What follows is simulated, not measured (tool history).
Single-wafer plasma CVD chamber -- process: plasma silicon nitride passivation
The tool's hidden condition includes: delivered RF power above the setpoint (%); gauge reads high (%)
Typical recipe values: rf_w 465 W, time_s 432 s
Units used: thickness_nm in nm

run	hour	rf_w	time_s	wafers since the last listed run	hours since the last RF generator calibration	hours since the showerhead was replaced	hours since the gauge calibration	read-back reference wafer on the same gauge, thickness_nm	thickness_nm
1	0.0	490	432	0	2278.2	7084.6	187.4	708.988	615.820
2	16.5	465	432	45	2294.7	7101.1	203.9	710.036	601.296
3	34.0	465	432	48	2312.2	7118.6	221.4	707.997	609.667
4	42.6	465	432	23	2320.8	7127.2	230.0	709.337	604.532
5	59.2	465	432	46	2337.4	7143.8	246.6	707.600	607.251
6	72.7	465	432	37	2350.9	7157.3	260.1	709.628	611.609
7	81.2	465	432	23	2359.4	7165.8	268.6	708.659	598.885
8	98.3	465	432	47	2376.5	7182.9	285.7	707.804	605.817
9	111.2	465	432	35	2389.4	7195.8	298.6	709.663	604.006
10	128.4	465	432	47	2406.6	7213.0	315.8	709.157	607.338
11	138.8	465	432	28	2417.0	7223.4	326.2	707.317	603.980
12	179.2	465	432	112	2457.4	7263.8	366.6	709.545	608.156
13	193.5	465	432	39	2471.7	7278.1	380.9	710.809	607.369
# hour 211.0: showerhead replaced
14	211.5	465	432	27	2489.7	0.5	398.9	708.164	603.598
15	218.4	515	432	19	2496.6	7.4	405.8	708.738	627.259
16	233.0	515	432	40	2511.2	22.0	420.4	708.011	615.251
# hour 239.4: gauge calibrated
17	239.8	515	432	18	2518.0	28.8	0.4	707.763	624.078
18	247.6	520	488	21	2525.8	36.6	8.2	707.538	702.613
19	254.9	520	488	20	2533.1	43.9	15.5	710.666	698.715
# hour 266.6: RF generator calibrated
20	267.2	500	432	11	0.6	56.2	27.8	708.322	612.106
21	281.8	465	432	40	15.2	70.8	42.4	711.313	599.736
22	296.7	465	462	41	30.1	85.7	57.3	709.255	644.765
23	309.6	465	432	35	43.0	98.6	70.2	708.608	608.206
24	325.5	465	512	44	58.9	114.5	86.1	708.972	720.371
25	363.7	495	364	106	97.1	152.7	124.3	709.764	518.087
26	380.3	420	378	46	113.7	169.3	140.9	709.572	516.371
27	395.0	540	511	40	128.4	184.0	155.6	708.363	742.259
28	409.4	435	513	40	142.8	198.4	170.0	709.404	701.632
29	416.3	555	432	19	149.7	205.3	176.9	709.453	633.670
30	423.7	435	432	20	157.1	212.7	184.3	708.765	595.161
31	436.8	520	362	36	170.2	225.8	197.4	708.021	521.966
32	450.8	440	363	38	184.2	239.8	211.4	708.621	503.307
33	468.1	490	432	48	201.5	257.1	228.7	708.377	608.831
34	482.7	465	432	40	216.1	271.7	243.3	708.733	597.492
35	495.7	400	352	36	229.1	284.7	256.3	708.642	471.355
36	503.2	525	408	20	236.6	292.2	263.8	707.375	585.244
37	513.5	550	432	28	246.9	302.5	274.1	709.138	634.650
38	526.6	410	432	36	260.0	315.6	287.2	707.355	580.831

List, for all runs, the conditions of the tool that the log does not record:
delivered RF power above the setpoint (%): 0 on each run
gauge reads high (%): 0 on each run

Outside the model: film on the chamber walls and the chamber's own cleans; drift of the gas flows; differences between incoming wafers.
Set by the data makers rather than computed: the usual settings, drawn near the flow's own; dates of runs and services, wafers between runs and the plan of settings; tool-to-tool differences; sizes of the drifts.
